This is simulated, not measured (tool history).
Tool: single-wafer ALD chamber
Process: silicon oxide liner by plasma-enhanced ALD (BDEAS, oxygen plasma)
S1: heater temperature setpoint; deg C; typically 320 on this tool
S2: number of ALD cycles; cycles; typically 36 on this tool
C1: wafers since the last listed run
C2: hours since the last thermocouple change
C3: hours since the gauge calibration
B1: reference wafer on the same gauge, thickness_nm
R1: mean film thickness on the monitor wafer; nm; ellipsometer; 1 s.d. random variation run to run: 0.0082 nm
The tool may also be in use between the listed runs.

run   hour   S1  S2   C1      C2     C3     B1     R1
  1      0  320  38    0  2107.5   99.4  3.058  3.471
  2   15.3  320  40  183  2122.8  114.7  3.059  3.635
  3   41.5  320  36  314    2149  140.9  3.065  3.283
  4   70.9  320  36  352  2178.4  170.3  3.068  3.306
  5   91.6  320  36  248  2199.1    191  3.069  3.298
  6  105.8  313  36  170  2213.3  205.2  3.073  3.309
  7  127.8  313  36  263  2235.3  227.2  3.079  3.338
     145.4  -- gauge calibrated
  8  153.9  313  36  312  2261.4    8.5  3.043  3.294
  9  175.2  326  41  255  2282.7   29.8  3.045  3.687
     197.1  -- thermocouple changed; heater temperature recalibrated
 10  200.3  328  42  204     3.2   54.9  3.048  3.759
 11  221.7  334  31  256    24.6   76.3  3.047  2.756
 12    235  320  36  159    37.9   89.6   3.05  3.257
 13  258.1  312  34  276      61  112.7   3.05  3.118
 14  287.8  332  42  355    90.7  142.4  3.056  3.775
 15  301.8  320  36  167   104.7  156.4  3.056  3.282
 16  315.8  320  36  167   118.7  170.4  3.059  3.279
 17  331.5  331  39  188   134.4  186.1  3.061  3.517

Consider 5 possible next runs. They are alternatives, not a sequence: every one starts from the tool as it was left by run 17. What does each give?
  A  331.9  326  36   4  134.8  186.5   ?   ?
  B  331.9  326  30   4  134.8  186.5   ?   ?
  C  331.9  315  32   4  134.8  186.5   ?   ?
  D  331.9  325  32   4  134.8  186.5   ?   ?
  E  331.9  334  30   4  134.8  186.5   ?   ?

run     B1     R1
  A  3.063  3.255
  B  3.063  2.712
  C  3.063  2.934
  D  3.063  2.897
  E  3.063  2.685
Stripped of hidden state, with their random variation kept, the same runs would have yielded:
run     R1
  A  3.242
  B  2.702
  C  2.922
  D  2.886
  E  2.674
